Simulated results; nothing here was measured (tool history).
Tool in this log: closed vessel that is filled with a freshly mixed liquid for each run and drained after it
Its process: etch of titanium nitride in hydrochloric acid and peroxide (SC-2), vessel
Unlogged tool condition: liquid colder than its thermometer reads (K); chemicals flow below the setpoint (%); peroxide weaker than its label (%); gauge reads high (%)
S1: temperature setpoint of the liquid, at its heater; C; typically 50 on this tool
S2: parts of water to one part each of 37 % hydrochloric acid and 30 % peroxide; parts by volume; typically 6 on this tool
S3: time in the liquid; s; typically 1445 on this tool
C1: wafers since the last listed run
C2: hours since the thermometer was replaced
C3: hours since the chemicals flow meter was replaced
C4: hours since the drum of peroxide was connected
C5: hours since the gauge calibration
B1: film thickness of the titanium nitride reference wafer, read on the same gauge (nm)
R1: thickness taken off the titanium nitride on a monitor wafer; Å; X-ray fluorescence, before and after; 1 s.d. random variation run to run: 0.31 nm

run   hour    S1   S2    S3    C1      C2      C3     C4     C5     B1     R1
  1      0    52    6  1445     0  1789.2  1123.2  257.6  156.3  50.01  374.5
  2     14    50    6  1445   395  1803.2  1137.2  271.6  170.3  49.99  325.7
  3     47    50    6  1445   931  1836.2  1170.2  304.6  203.3  49.96  325.7
      67.2  -- new drum of peroxide connected
  4   78.4    50    6  1445   857  1867.6  1201.6   11.2  234.7  50.05  319.4
  5  104.2    50    6  1445   727  1893.4  1227.4     37  260.5  50.05  325.1
  6  132.7    50    6  1445   804  1921.9  1255.9   65.5    289  49.96  316.7
  7  234.8    50    6  1445  2880    2024    1358  167.6  391.1  49.99  316.6
     245.1  -- thermometer replaced
  8  258.8    50    6  1445   648    13.7    1382  191.6  415.1  50.01    315
  9  287.8    50    4  1445   818    42.7    1411  220.6  444.1  49.95  431.3
 10  301.9    50    6  1445   397    56.8  1425.1  234.7  458.2  50.01  313.3
     311.3  -- chemicals flow meter replaced
     312.6  -- gauge calibrated
 11  331.4    44    5  1930   804    86.3    20.1  264.2   18.8  49.98    359
 12  357.2  42.5    4  1445   727   112.1    45.9    290   44.6  50.02  285.3
     384.1  -- new drum of peroxide connected
 13  392.1  57.5    6  1745   956     147    80.8      8   79.5  49.99  704.5
 14  415.3    50    6  1445   654   170.2     104   31.2  102.7  49.95  363.6
 15  430.9  59.5  7.5  2145   440   185.8   119.6   46.8  118.3  49.98  820.4
 16  443.9    50    6  2285   366   198.8   132.6   59.8  131.3     50    557
 17  458.4    50    6  1445   409   213.3   147.1   74.3  145.8  50.01  351.5
 18  491.7    50    4  1140   939   246.6   180.4  107.6  179.1  50.01    376

Each row is a separate what-if for the run after 18, all from the same tool condition, not one after another. Results?
  A  492.8    50    6  1805  31  247.7  181.5  108.7  180.2   ?   ?
  B  492.8    60    6  1445  31  247.7  181.5  108.7  180.2   ?   ?
  C  492.8    43    9   665  31  247.7  181.5  108.7  180.2   ?   ?
  D  492.8    47  7.5   860  31  247.7  181.5  108.7  180.2   ?   ?
  E  492.8  44.5    6  1445  31  247.7  181.5  108.7  180.2   ?   ?

run     B1     R1
  A  49.99  446.5
  B  49.99  682.4
  C  49.99   74.1
  D  49.99  146.3
  E  49.99  246.1
Had the tool no hidden state, the same runs would have come out as:
run     R1
  A  453.2
  B  692.7
  C   75.4
  D  148.6
  E  249.8

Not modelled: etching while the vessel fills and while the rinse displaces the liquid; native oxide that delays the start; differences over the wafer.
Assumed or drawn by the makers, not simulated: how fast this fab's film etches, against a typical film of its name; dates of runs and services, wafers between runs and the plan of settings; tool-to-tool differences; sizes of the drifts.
